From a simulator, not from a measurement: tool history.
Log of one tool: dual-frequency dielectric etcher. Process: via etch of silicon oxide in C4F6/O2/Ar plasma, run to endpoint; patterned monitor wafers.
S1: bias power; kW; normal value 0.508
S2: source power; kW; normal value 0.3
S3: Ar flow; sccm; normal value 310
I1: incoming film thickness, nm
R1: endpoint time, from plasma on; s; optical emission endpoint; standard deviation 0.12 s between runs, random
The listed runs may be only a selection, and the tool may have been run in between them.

run,hour,S1,S2,S3,I1,R1
1,0,0.41,0.3,310,112,29.5
2,70.3,0.41,0.3,310,111,29.7
3,94.8,0.508,0.3,310,111.3,27.7
4,152.7,0.508,0.3,310,110.8,27.5
5,192.9,0.508,0.3,310,112.7,28.3
6,218.1,0.508,0.3,310,110.7,27.9
7,261.1,0.508,0.3,328,111.7,28.8
# hour 299.4: wet clean of the chamber
# hour 327.3: upper electrode replaced
8,331.7,0.508,0.3,310,110.6,26.9
# hour 354.5: Ar flow controller replaced
9,369.5,0.508,0.3,310,110.6,27.2
# hour 381.4: bias power generator calibrated
# hour 400.3: source power generator calibrated
10,427.5,0.508,0.3,310,112.9,27.7
11,458.7,0.44,0.3,310,112.4,29.1
12,503.1,0.508,0.3,310,111.6,27.6
13,567.2,0.508,0.3,310,111.7,28.2
# hour 627.4: wet clean of the chamber
14,627.9,0.508,0.3,310,111.1,26.9
15,665.7,0.508,0.3,254,113.1,26.7
16,712.4,0.465,0.32,341,113.6,28.7
17,776.2,0.508,0.23,349,111.1,30.9
18,844.7,0.508,0.36,310,111.5,26.2
19,887.5,0.423,0.3,310,111.1,30
20,932.2,0.444,0.32,310,111.5,29.1
21,956.8,0.508,0.35,310,109.9,26.8
22,993.5,0.598,0.22,244,110.9,28.6

Some steps in R1, run to run, broken into two amounts with sign: the step expected even without the hidden condition (settings, incoming material, random variation), and the rest, left for the hidden condition together with whatever gauge scatter is not in both the measured and the hidden-condition-free result:
Hidden conditions of the tool in this case: etch rate over this chamber's usual, %; bias power that arrives over what is set, %; source power that arrives over what is set, %; Ar flow that arrives over what is set, %.
Run 7 -> 8: S3 328 -> 310, wet clean of the chamber, upper electrode replaced. R1 -1.9 s: hidden state -1.4, all else -0.5.
Run 13 -> 14: wet clean of the chamber. R1 -1.3 s: hidden state -1, all else -0.3.
Run 17 -> 18: S2 0.23 -> 0.36, S3 349 -> 310. R1 -4.7 s: hidden state +0.1, all else -4.8.
Run 18 -> 19: S1 0.508 -> 0.423, S2 0.36 -> 0.3. R1 +3.8 s: hidden state +0.3, all else +3.5.
